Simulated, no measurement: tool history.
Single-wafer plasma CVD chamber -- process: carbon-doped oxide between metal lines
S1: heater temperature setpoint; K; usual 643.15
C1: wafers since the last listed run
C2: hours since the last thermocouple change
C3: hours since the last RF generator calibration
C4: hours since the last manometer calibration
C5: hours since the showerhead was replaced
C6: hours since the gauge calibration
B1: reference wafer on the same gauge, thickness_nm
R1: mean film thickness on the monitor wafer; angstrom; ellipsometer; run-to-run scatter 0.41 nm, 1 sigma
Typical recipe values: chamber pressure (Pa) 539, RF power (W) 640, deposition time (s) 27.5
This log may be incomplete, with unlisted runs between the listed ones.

{"run": 1, "hour": 0.0, "S1": 643.15, "chamber pressure (Pa)": 539, "RF power (W)": 640, "deposition time (s)": 27.5, "C1": 0, "C2": 1519.3, "C3": 866.3, "C4": 640.4, "C5": 4583.6, "C6": 1563.8, "B1": 152.963, "R1": 1460.47}
{"run": 2, "hour": 105.7, "S1": 643.15, "chamber pressure (Pa)": 539, "RF power (W)": 640, "deposition time (s)": 27.5, "C1": 1919, "C2": 1625, "C3": 972, "C4": 746.1, "C5": 4689.3, "C6": 1669.5, "B1": 152.818, "R1": 1459.6}
{"run": 3, "hour": 186.7, "S1": 643.15, "chamber pressure (Pa)": 539, "RF power (W)": 640, "deposition time (s)": 27.5, "C1": 1471, "C2": 1706, "C3": 1053, "C4": 827.1, "C5": 4770.3, "C6": 1750.5, "B1": 152.75, "R1": 1460.45}
{"run": 4, "hour": 477.6, "S1": 643.15, "chamber pressure (Pa)": 539, "RF power (W)": 640, "deposition time (s)": 27.5, "C1": 5283, "C2": 1996.9, "C3": 1343.9, "C4": 1118, "C5": 5061.2, "C6": 2041.4, "B1": 152.643, "R1": 1460.82}
{"run": 5, "hour": 515.3, "S1": 643.15, "chamber pressure (Pa)": 539, "RF power (W)": 640, "deposition time (s)": 27.5, "C1": 684, "C2": 2034.6, "C3": 1381.6, "C4": 1155.7, "C5": 5098.9, "C6": 2079.1, "B1": 152.584, "R1": 1457.9}
{"run": 6, "hour": 586.9, "S1": 643.15, "chamber pressure (Pa)": 539, "RF power (W)": 640, "deposition time (s)": 27.5, "C1": 1300, "C2": 2106.2, "C3": 1453.2, "C4": 1227.3, "C5": 5170.5, "C6": 2150.7, "B1": 152.54, "R1": 1454.95}
{"hour": 604.5, "done": "RF generator calibrated"}
{"run": 7, "hour": 689.4, "S1": 643.15, "chamber pressure (Pa)": 539, "RF power (W)": 640, "deposition time (s)": 27.5, "C1": 1716, "C2": 2208.7, "C3": 84.9, "C4": 1329.8, "C5": 5273, "C6": 2253.2, "B1": 152.504, "R1": 1454.85}
{"hour": 753.9, "done": "gauge calibrated"}
{"run": 8, "hour": 754.1, "S1": 643.15, "chamber pressure (Pa)": 539, "RF power (W)": 640, "deposition time (s)": 27.5, "C1": 1175, "C2": 2273.4, "C3": 149.6, "C4": 1394.5, "C5": 5337.7, "C6": 0.2, "B1": 155.861, "R1": 1483.76}
{"hour": 835.3, "done": "thermocouple changed; heater temperature recalibrated"}
{"run": 9, "hour": 838.2, "S1": 643.15, "chamber pressure (Pa)": 539, "RF power (W)": 640, "deposition time (s)": 27.5, "C1": 1382, "C2": 2.9, "C3": 233.7, "C4": 1478.6, "C5": 5421.8, "C6": 84.3, "B1": 155.578, "R1": 1475.33}
{"run": 10, "hour": 911.6, "S1": 643.15, "chamber pressure (Pa)": 539, "RF power (W)": 640, "deposition time (s)": 27.5, "C1": 1333, "C2": 76.3, "C3": 307.1, "C4": 1552, "C5": 5495.2, "C6": 157.7, "B1": 155.07, "R1": 1488.08}
{"hour": 980.3, "done": "showerhead replaced"}
{"run": 11, "hour": 981.8, "S1": 643.15, "chamber pressure (Pa)": 539, "RF power (W)": 640, "deposition time (s)": 27.5, "C1": 1129, "C2": 146.5, "C3": 377.3, "C4": 1622.2, "C5": 1.5, "C6": 227.9, "B1": 154.917, "R1": 1473.63}
{"run": 12, "hour": 1079.0, "S1": 651.15, "chamber pressure (Pa)": 476, "RF power (W)": 545, "deposition time (s)": 25, "C1": 1765, "C2": 243.7, "C3": 474.5, "C4": 1719.4, "C5": 98.7, "C6": 325.1, "B1": 154.714, "R1": 1139.69}
{"run": 13, "hour": 1171.5, "S1": 632.15, "chamber pressure (Pa)": 539, "RF power (W)": 640, "deposition time (s)": 25.1, "C1": 1679, "C2": 336.2, "C3": 567, "C4": 1811.9, "C5": 191.2, "C6": 417.6, "B1": 154.448, "R1": 1390.47}
{"hour": 1222.2, "done": "capacitance manometer re-zeroed and calibrated"}
{"run": 14, "hour": 1269.6, "S1": 652.15, "chamber pressure (Pa)": 435, "RF power (W)": 595, "deposition time (s)": 32.6, "C1": 1636, "C2": 434.3, "C3": 665.1, "C4": 47.4, "C5": 289.3, "C6": 515.7, "B1": 154.192, "R1": 1557.32}
{"run": 15, "hour": 1308.2, "S1": 643.15, "chamber pressure (Pa)": 539, "RF power (W)": 640, "deposition time (s)": 27.5, "C1": 701, "C2": 472.9, "C3": 703.7, "C4": 86, "C5": 327.9, "C6": 554.3, "B1": 154.044, "R1": 1479.29}
{"run": 16, "hour": 1415.0, "S1": 633.15, "chamber pressure (Pa)": 539, "RF power (W)": 640, "deposition time (s)": 27.5, "C1": 1939, "C2": 579.7, "C3": 810.5, "C4": 192.8, "C5": 434.7, "C6": 661.1, "B1": 153.616, "R1": 1508.84}
{"run": 17, "hour": 1468.5, "S1": 643.15, "chamber pressure (Pa)": 539, "RF power (W)": 640, "deposition time (s)": 22.4, "C1": 971, "C2": 633.2, "C3": 864, "C4": 246.3, "C5": 488.2, "C6": 714.6, "B1": 153.714, "R1": 1199.06}
{"run": 18, "hour": 1576.0, "S1": 643.15, "chamber pressure (Pa)": 539, "RF power (W)": 640, "deposition time (s)": 23.4, "C1": 1952, "C2": 740.7, "C3": 971.5, "C4": 353.8, "C5": 595.7, "C6": 822.1, "B1": 153.57, "R1": 1258.44}
{"run": 19, "hour": 1656.2, "S1": 643.15, "chamber pressure (Pa)": 539, "RF power (W)": 640, "deposition time (s)": 27.5, "C1": 1456, "C2": 820.9, "C3": 1051.7, "C4": 434, "C5": 675.9, "C6": 902.3, "B1": 153.419, "R1": 1461.5}
{"run": 20, "hour": 1699.7, "S1": 643.15, "chamber pressure (Pa)": 493, "RF power (W)": 640, "deposition time (s)": 24.7, "C1": 790, "C2": 864.4, "C3": 1095.2, "C4": 477.5, "C5": 719.4, "C6": 945.8, "B1": 153.23, "R1": 1296.7}
{"run": 21, "hour": 1772.1, "S1": 636.15, "chamber pressure (Pa)": 673, "RF power (W)": 575, "deposition time (s)": 32.4, "C1": 1314, "C2": 936.8, "C3": 1167.6, "C4": 549.9, "C5": 791.8, "C6": 1018.2, "B1": 153.23, "R1": 1678.35}
{"run": 22, "hour": 1840.2, "S1": 643.15, "chamber pressure (Pa)": 539, "RF power (W)": 555, "deposition time (s)": 31.7, "C1": 1236, "C2": 1004.9, "C3": 1235.7, "C4": 618, "C5": 859.9, "C6": 1086.3, "B1": 153.059, "R1": 1504.26}
{"run": 23, "hour": 1876.8, "S1": 643.15, "chamber pressure (Pa)": 539, "RF power (W)": 640, "deposition time (s)": 27.5, "C1": 664, "C2": 1041.5, "C3": 1272.3, "C4": 654.6, "C5": 896.5, "C6": 1122.9, "B1": 153.222, "R1": 1465.76}
{"run": 24, "hour": 1940.0, "S1": 636.15, "chamber pressure (Pa)": 485, "RF power (W)": 535, "deposition time (s)": 26, "C1": 1147, "C2": 1104.7, "C3": 1335.5, "C4": 717.8, "C5": 959.7, "C6": 1186.1, "B1": 152.826, "R1": 1206.03}
{"run": 25, "hour": 2013.6, "S1": 643.15, "chamber pressure (Pa)": 539, "RF power (W)": 640, "deposition time (s)": 27.5, "C1": 1336, "C2": 1178.3, "C3": 1409.1, "C4": 791.4, "C5": 1033.3, "C6": 1259.7, "B1": 153.148, "R1": 1460.01}
{"hour": 2061.9, "done": "RF generator calibrated"}
{"run": 26, "hour": 2070.0, "S1": 643.15, "chamber pressure (Pa)": 539, "RF power (W)": 595, "deposition time (s)": 31.9, "C1": 879, "C2": 1234.7, "C3": 8.1, "C4": 847.8, "C5": 1089.7, "C6": 1316.1, "B1": 153.007, "R1": 1608.01}
{"run": 27, "hour": 2144.6, "S1": 643.15, "chamber pressure (Pa)": 587, "RF power (W)": 690, "deposition time (s)": 30, "C1": 1354, "C2": 1309.3, "C3": 82.7, "C4": 922.4, "C5": 1164.3, "C6": 1390.7, "B1": 152.663, "R1": 1706.84}

The logged runs with the hidden state left out (each run's random variation unchanged):
Hidden conditions of the tool in this case: wafer temperature above the value expected at the setpoint (K); delivered RF power above the setpoint (%); true pressure above the setpoint (%); gauge reads high (%).
run=1 R1=1490.21
run=2 R1=1490.06
run=3 R1=1491.44
run=4 R1=1493.32
run=5 R1=1490.49
run=6 R1=1487.77
run=7 R1=1488.04
run=8 R1=1485.71
run=9 R1=1480.5
run=10 R1=1495.92
run=11 R1=1483.71
run=12 R1=1149.74
run=13 R1=1405.1
run=14 R1=1576.26
run=15 R1=1498.16
run=16 R1=1530.4
run=17 R1=1217.03
run=18 R1=1278.93
run=19 R1=1486.57
run=20 R1=1319.52
run=21 R1=1709.05
run=22 R1=1532.69
run=23 R1=1493.91
run=24 R1=1229.79
run=25 R1=1489.57
run=26 R1=1641.19
run=27 R1=1742.88

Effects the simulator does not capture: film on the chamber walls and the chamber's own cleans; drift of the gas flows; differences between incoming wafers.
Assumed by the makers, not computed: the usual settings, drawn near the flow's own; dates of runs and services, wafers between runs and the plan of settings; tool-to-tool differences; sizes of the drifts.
